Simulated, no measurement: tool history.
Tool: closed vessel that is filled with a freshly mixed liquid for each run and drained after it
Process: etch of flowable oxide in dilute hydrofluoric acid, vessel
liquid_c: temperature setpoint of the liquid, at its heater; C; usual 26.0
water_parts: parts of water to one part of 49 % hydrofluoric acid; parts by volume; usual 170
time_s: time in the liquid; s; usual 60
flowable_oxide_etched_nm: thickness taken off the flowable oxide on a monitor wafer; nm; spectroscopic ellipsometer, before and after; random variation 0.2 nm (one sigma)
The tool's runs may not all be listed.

| run | hour | liquid_c | water_parts | time_s | wafers since the last listed run | hours since the thermometer was replaced | hours since the hydrofluoric acid flow meter was replaced | hours since the gauge calibration | read-back film thickness of the flowable oxide reference wafer, read on the same gauge (nm) | flowable_oxide_etched_nm |
|---|---|---|---|---|---|---|---|---|---|---|
| 1 | 0.0 | 22.5 | 170 | 45 | 0 | 1508.2 | 788.0 | 1051.7 | 100.00 | 14.11 |
| 2 | 65.4 | 26.0 | 170 | 70 | 8849 | 1573.6 | 853.4 | 1117.1 | 100.00 | 25.18 |
| 3 | 140.2 | 26.0 | 170 | 60 | 10121 | 1648.4 | 928.2 | 1191.9 | 99.99 | 21.59 |
| 4 | 203.7 | 26.0 | 170 | 60 | 8592 | 1711.9 | 991.7 | 1255.4 | 100.01 | 21.54 |
| 5 | 279.6 | 26.0 | 170 | 60 | 10270 | 1787.8 | 1067.6 | 1331.3 | 100.02 | 21.33 |
| 6 | 355.6 | 26.0 | 170 | 60 | 10283 | 1863.8 | 1143.6 | 1407.3 | 100.00 | 21.42 |
| 7 | 461.9 | 26.0 | 170 | 60 | 14383 | 1970.1 | 1249.9 | 1513.6 | 100.00 | 21.26 |
| 8 | 528.2 | 26.0 | 170 | 60 | 8971 | 2036.4 | 1316.2 | 1579.9 | 100.00 | 21.29 |
| 9 | 575.7 | 26.0 | 170 | 60 | 6427 | 2083.9 | 1363.7 | 1627.4 | 99.96 | 21.17 |
| 10 | 648.1 | 26.0 | 170 | 60 | 9796 | 2156.3 | 1436.1 | 1699.8 | 100.00 | 21.34 |
| 11 | 685.8 | 26.0 | 170 | 60 | 5101 | 2194.0 | 1473.8 | 1737.5 | 100.01 | 21.05 |
| 12 | 756.3 | 26.0 | 170 | 60 | 9539 | 2264.5 | 1544.3 | 1808.0 | 99.99 | 20.99 |
| 13 | 814.7 | 26.0 | 170 | 60 | 7902 | 2322.9 | 1602.7 | 1866.4 | 99.96 | 21.28 |
| 14 | 871.8 | 26.0 | 170 | 60 | 7726 | 2380.0 | 1659.8 | 1923.5 | 100.02 | 21.23 |
|  | 923.2 | thermometer replaced |
| 15 | 966.6 | 26.0 | 170 | 60 | 12692 | 43.4 | 1754.6 | 2018.3 | 100.02 | 19.92 |
| 16 | 1046.4 | 24.5 | 200 | 60 | 10798 | 123.2 | 1834.4 | 2098.1 | 100.04 | 15.60 |
|  | 1130.7 | hydrofluoric acid flow meter replaced |
|  | 1157.2 | gauge calibrated |
| 17 | 1273.2 | 26.0 | 170 | 60 | 30553 | 350.0 | 142.5 | 116.0 | 100.01 | 20.03 |
| 18 | 1349.7 | 28.0 | 200 | 50 | 10351 | 426.5 | 219.0 | 192.5 | 99.97 | 14.60 |
|  | 1490.9 | thermometer replaced, repeated, since the last time left the tool worse |
| 19 | 1618.4 | 26.0 | 170 | 60 | 36223 | 127.5 | 487.7 | 461.2 | 99.98 | 22.51 |
| 20 | 1672.7 | 26.0 | 170 | 60 | 7347 | 181.8 | 542.0 | 515.5 | 99.99 | 22.00 |
| 21 | 1719.5 | 30.5 | 230 | 45 | 6332 | 228.6 | 588.8 | 562.3 | 100.00 | 13.56 |
| 22 | 1806.4 | 28.5 | 150 | 60 | 11758 | 315.5 | 675.7 | 649.2 | 100.00 | 28.20 |
| 23 | 1864.9 | 26.0 | 170 | 60 | 7915 | 374.0 | 734.2 | 707.7 | 99.97 | 22.18 |
| 24 | 1948.0 | 24.0 | 120 | 60 | 11244 | 457.1 | 817.3 | 790.8 | 100.01 | 31.26 |
| 25 | 1989.9 | 26.0 | 120 | 60 | 5669 | 499.0 | 859.2 | 832.7 | 100.03 | 33.83 |
| 26 | 2087.2 | 26.0 | 170 | 60 | 13165 | 596.3 | 956.5 | 930.0 | 99.97 | 22.20 |
| 27 | 2173.6 | 24.0 | 115 | 45 | 11691 | 682.7 | 1042.9 | 1016.4 | 100.02 | 24.08 |
| 28 | 2255.9 | 30.0 | 145 | 50 | 11136 | 765.0 | 1125.2 | 1098.7 | 100.00 | 25.43 |
| 29 | 2346.1 | 21.5 | 220 | 80 | 12205 | 855.2 | 1215.4 | 1188.9 | 100.00 | 18.12 |
| 30 | 2440.8 | 26.0 | 140 | 60 | 12814 | 949.9 | 1310.1 | 1283.6 | 99.99 | 27.22 |
| 31 | 2520.5 | 26.0 | 220 | 75 | 10784 | 1029.6 | 1389.8 | 1363.3 | 99.98 | 19.87 |
| 32 | 2606.4 | 23.5 | 170 | 85 | 11623 | 1115.5 | 1475.7 | 1449.2 | 99.99 | 28.00 |

The tool's hidden state at each run:
hydrofluoric acid flow above the setpoint (%): 0 in every run
gauge reads high (%): 0 in every run
H1: liquid colder than its thermometer reads (K)
| run | H1 |
|---|---|
| 1 | 1.02 |
| 2 | 1.06 |
| 3 | 1.1 |
| 4 | 1.14 |
| 5 | 1.18 |
| 6 | 1.23 |
| 7 | 1.29 |
| 8 | 1.33 |
| 9 | 1.36 |
| 10 | 1.4 |
| 11 | 1.42 |
| 12 | 1.46 |
| 13 | 1.5 |
| 14 | 1.53 |
| 15 | 2.95 |
| 16 | 3 |
| 17 | 3.13 |
| 18 | 3.17 |
| 19 | 0.142 |
| 20 | 0.174 |
| 21 | 0.202 |
| 22 | 0.252 |
| 23 | 0.287 |
| 24 | 0.335 |
| 25 | 0.36 |
| 26 | 0.417 |
| 27 | 0.467 |
| 28 | 0.516 |
| 29 | 0.568 |
| 30 | 0.624 |
| 31 | 0.67 |
| 32 | 0.721 |
